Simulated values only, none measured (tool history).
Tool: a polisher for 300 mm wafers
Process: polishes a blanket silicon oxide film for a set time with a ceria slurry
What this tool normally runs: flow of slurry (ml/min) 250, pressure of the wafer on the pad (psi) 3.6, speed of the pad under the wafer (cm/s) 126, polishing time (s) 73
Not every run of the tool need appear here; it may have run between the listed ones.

run	hour	flow of slurry (ml/min)	pressure of the wafer on the pad (psi)	speed of the pad under the wafer (cm/s)	polishing time (s)	wafers since the last listed run	wafers polished on this pad	hours since the slurry nozzle was cleaned	hours since the head pressure was calibrated	incoming thickness of the incoming film, nm	film removed (Å)
1	0	210	3.6	126	73	0	998	123	179.3	1443.8	4118
2	50.5	210	3.6	126	73	254	1252	173.5	229.8	1462	4057
3	99.3	250	3.6	150	73	245	1498	222.3	278.6	1416.2	4824
# hour 112.9: worn pad replaced by a new one
4	168.8	250	3.6	150	73	329	281	291.8	348.1	1474.6	5096
5	237.2	250	3.6	150	73	344	626	360.2	416.5	1464.9	5067
# hour 240: slurry nozzle cleaned
6	287.3	250	3.6	126	73	247	873	47.3	466.6	1462.7	4122
7	327.1	250	3.6	158	73	200	1073	87.1	506.4	1458.9	5255
8	353.3	250	3.3	126	73	131	1205	113.3	532.6	1452	3868
# hour 401.2: worn pad replaced by a new one
# hour 541: slurry nozzle cleaned
9	560.7	250	3.3	126	73	1019	798	19.7	740	1458.2	4049
10	585.6	250	3.6	92	73	125	923	44.6	764.9	1440.4	3094
11	611.5	250	3.6	126	73	130	1054	70.5	790.8	1439.2	4285
12	665.2	250	3.6	126	73	270	1324	124.2	844.5	1452.8	4223
13	737.1	250	3.6	126	86	362	1686	196.1	916.4	1432.7	4680
# hour 782.4: worn pad replaced by a new one
14	807.3	250	3.6	126	86	333	125	266.3	986.6	1451.3	5252
# hour 856.7: slurry nozzle cleaned
15	864.3	250	4	126	73	282	407	7.6	1043.6	1451.8	4788
16	1039.7	210	3.6	126	73	883	1291	183	1219	1464.6	4063
17	1098.6	250	4.6	100	73	296	1587	241.9	1277.9	1460.2	4035
18	1145.9	275	3.6	144	73	238	1826	289.2	1325.2	1440.2	4583
# hour 1162.5: worn pad replaced by a new one
# hour 1165.2: head pressure recalibrated
19	1173.7	250	3.6	126	73	109	46	317	8.5	1449.7	4391
20	1224.6	250	4.5	154	73	256	302	367.9	59.4	1449.4	6368
# hour 1229.8: slurry nozzle cleaned
21	1277.8	250	3.6	126	73	262	565	48	112.6	1450.1	4193
22	1347.9	175	3.6	126	97	353	919	118.1	182.7	1446.9	5238
23	1373.7	250	3.6	168	50	129	1049	143.9	208.5	1450.9	3787
24	1402.7	340	4.7	96	82	146	1195	172.9	237.5	1473.3	4598
# hour 1495.1: worn pad replaced by a new one
25	1510	325	3.6	126	61	520	74	280.2	344.8	1444.9	3868
# hour 1516.5: slurry nozzle cleaned
26	1534.3	250	3.6	126	73	117	192	17.8	369.1	1448.5	4421

Run 27 is up next; what results do you expect?
27	1560.7	180	3.6	126	73	132	325	44.2	395.5	1446.6	?

Run 27 produced film removed (Å) 4156.
Minus the tool's unlogged condition, the same run would have read film removed (Å) 4255.
